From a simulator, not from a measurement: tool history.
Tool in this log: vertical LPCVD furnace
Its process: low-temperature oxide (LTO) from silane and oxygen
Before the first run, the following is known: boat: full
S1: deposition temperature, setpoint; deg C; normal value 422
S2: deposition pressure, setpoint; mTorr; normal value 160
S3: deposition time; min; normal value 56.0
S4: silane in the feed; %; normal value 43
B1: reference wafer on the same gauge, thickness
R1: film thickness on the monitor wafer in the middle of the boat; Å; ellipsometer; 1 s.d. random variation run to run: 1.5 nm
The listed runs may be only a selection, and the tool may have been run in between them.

run 1 day=0.000 | S1=422 S2=160 S3=56.0 S4=43 | B1=610.72 | R1=5480.8
run 2 day=3.750 | S1=422 S2=160 S3=56.0 S4=43 | B1=610.92 | R1=5442.9
run 3 day=8.646 | S1=422 S2=160 S3=56.0 S4=43 | B1=611.37 | R1=5467.1
run 4 day=10.921 | S1=422 S2=160 S3=56.0 S4=43 | B1=610.89 | R1=5440.0
run 5 day=13.712 | S1=422 S2=160 S3=56.0 S4=43 | B1=610.64 | R1=5455.3
run 6 day=16.212 | S1=422 S2=160 S3=56.0 S4=43 | B1=611.27 | R1=5458.8
run 7 day=19.479 | S1=422 S2=160 S3=56.0 S4=43 | B1=611.04 | R1=5444.8
-- day=23.354 silane flow controller replaced
run 8 day=23.375 | S1=422 S2=160 S3=40.5 S4=43 | B1=611.19 | R1=3957.9
run 9 day=25.788 | S1=422 S2=160 S3=40.5 S4=43 | B1=611.41 | R1=3944.5
-- day=27.625 pressure gauge zeroed
-- day=27.858 thermocouples replaced and temperature profile calibrated
run 10 day=29.817 | S1=422 S2=135 S3=56.0 S4=43 | B1=610.97 | R1=4431.3
-- day=32.342 gauge calibrated
run 11 day=33.154 | S1=422 S2=135 S3=56.0 S4=43 | B1=611.05 | R1=4466.4
run 12 day=36.704 | S1=428 S2=160 S3=38.0 S4=43 | B1=610.66 | R1=3815.4
run 13 day=39.583 | S1=422 S2=160 S3=73.0 S4=43 | B1=611.01 | R1=6952.4
run 14 day=41.921 | S1=418 S2=140 S3=66.5 S4=45 | B1=610.77 | R1=5602.8
run 15 day=52.162 | S1=422 S2=160 S3=56.0 S4=43 | B1=610.88 | R1=5385.9
run 16 day=54.958 | S1=422 S2=160 S3=56.0 S4=43 | B1=611.42 | R1=5403.5
run 17 day=58.629 | S1=422 S2=160 S3=56.0 S4=43 | B1=611.25 | R1=5416.6
run 18 day=60.688 | S1=422 S2=160 S3=56.0 S4=43 | B1=611.01 | R1=5410.2
run 19 day=63.892 | S1=422 S2=160 S3=70.0 S4=36 | B1=610.93 | R1=5541.3
run 20 day=67.962 | S1=422 S2=160 S3=34.5 S4=50 | B1=610.99 | R1=3807.1
run 21 day=71.908 | S1=433 S2=160 S3=73.0 S4=47 | B1=611.60 | R1=8468.9
run 22 day=73.629 | S1=422 S2=160 S3=65.0 S4=41 | B1=610.84 | R1=6005.8
run 23 day=75.354 | S1=422 S2=160 S3=56.0 S4=46 | B1=610.89 | R1=5790.2

Branching from run 23: 5 alternative next runs. What would each branch give?
run A day=75.571 | S1=422 S2=160 S3=56.0 S4=43 | B1=? | R1=?
run B day=75.571 | S1=418 S2=175 S3=56.0 S4=43 | B1=? | R1=?
run C day=75.571 | S1=427 S2=160 S3=56.0 S4=50 | B1=? | R1=?
run D day=75.571 | S1=414 S2=160 S3=63.5 S4=43 | B1=? | R1=?
run E day=75.571 | S1=422 S2=145 S3=63.0 S4=38 | B1=? | R1=?

run=A B1=610.87 R1=5416.3
run=B B1=610.87 R1=5695.8
run=C B1=610.87 R1=6465.6
run=D B1=610.87 R1=5674.0
run=E B1=610.87 R1=4826.1
Had the tool no hidden state, the same runs would have come out as:
run=A R1=5231.8
run=B R1=5498.8
run=C R1=6261.3
run=D R1=5474.8
run=E R1=4655.0
